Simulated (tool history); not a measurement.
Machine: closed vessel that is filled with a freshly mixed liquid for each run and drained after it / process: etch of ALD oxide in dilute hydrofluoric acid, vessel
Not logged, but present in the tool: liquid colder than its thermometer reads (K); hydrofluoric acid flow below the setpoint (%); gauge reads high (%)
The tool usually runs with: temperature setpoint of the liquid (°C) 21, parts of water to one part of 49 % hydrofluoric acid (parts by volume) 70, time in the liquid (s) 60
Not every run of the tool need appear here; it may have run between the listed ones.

run   hour  temperature setpoint of the liquid (°C)  parts of water to one part of 49 % hydrofluoric acid (parts by volume)  time in the liquid (s)  wafers since the last listed run  hours since the thermometer was replaced  hours since the hydrofluoric acid flow meter was replaced  hours since the gauge calibration  read-back film thickness of the ALD oxide reference wafer, read on the same gauge (nm)  thickness taken off the ALD oxide on a monitor wafer (nm)
  1      0                                       25                                                                      70                      60                                 0                                    2768.2                                                     1292.7                                 55                                                                                   50.02                                                       9.35
  2     35                                       25                                                                      70                      60                              4224                                    2803.2                                                     1327.7                                 90                                                                                   50.01                                                       9.32
  3     56                                       25                                                                      70                      60                              2534                                    2824.2                                                     1348.7                                111                                                                                   49.97                                                       9.29
  4   91.1                                       21                                                                      70                      60                              4236                                    2859.3                                                     1383.8                              146.1                                                                                   49.97                                                       7.88
  5  126.7                                       21                                                                      70                      60                              4297                                    2894.9                                                     1419.4                              181.7                                                                                   49.97                                                       7.82
  6  139.7                                       21                                                                      50                      60                              1569                                    2907.9                                                     1432.4                              194.7                                                                                   50.02                                                      11.16
  7  160.3                                       21                                                                      50                      60                              2486                                    2928.5                                                       1453                              215.3                                                                                   49.97                                                      11.15
  8  193.2                                       21                                                                      70                      60                              3971                                    2961.4                                                     1485.9                              248.2                                                                                   49.96                                                       7.72
     197.1  -- hydrofluoric acid flow meter replaced
     202.3  -- thermometer replaced
     205.5  -- gauge calibrated
  9  228.4                                     17.5                                                                      80                      85                              4007                                      26.1                                                       31.3                               22.9                                                                                   49.99                                                      10.35
 10  256.1                                       24                                                                      80                      85                              3343                                      53.8                                                         59                               50.6                                                                                   50.02                                                      13.47
 11  269.8                                       25                                                                      50                      80                              1653                                      67.5                                                       72.7                               64.3                                                                                   49.99                                                      22.01
 12  285.5                                       18                                                                      55                      35                              1895                                      83.2                                                       88.4                                 80                                                                                   49.98                                                       6.46
 13  316.9                                       21                                                                      70                      60                              3790                                     114.6                                                      119.8                              111.4                                                                                   49.99                                                       9.74
 14  348.4                                       25                                                                      70                      85                              3802                                     146.1                                                      151.3                              142.9                                                                                   49.99                                                      16.12

What if the next run were any one of these 3? Each begins from the tool's condition after run 14:
  A  349.1                                     17.5                                                                      70                      60                                84                                     146.8                                                        152                              143.6                                                                                       ?                                                          ?
  B  349.1                                       21                                                                      70                      70                                84                                     146.8                                                        152                              143.6                                                                                       ?                                                          ?
  C  349.1                                       17                                                                      70                      60                                84                                     146.8                                                        152                              143.6                                                                                       ?                                                          ?

run  read-back film thickness of the ALD oxide reference wafer, read on the same gauge (nm)  thickness taken off the ALD oxide on a monitor wafer (nm)
  A                                                                                   49.95                                                       8.35
  B                                                                                   49.95                                                       11.3
  C                                                                                   49.95                                                       8.18
The same runs, with their run-to-run variation unchanged, on a tool lacking any hidden condition would have given:
run  thickness taken off the ALD oxide on a monitor wafer (nm)
  A                                                       8.69
  B                                                      11.75
  C                                                       8.51
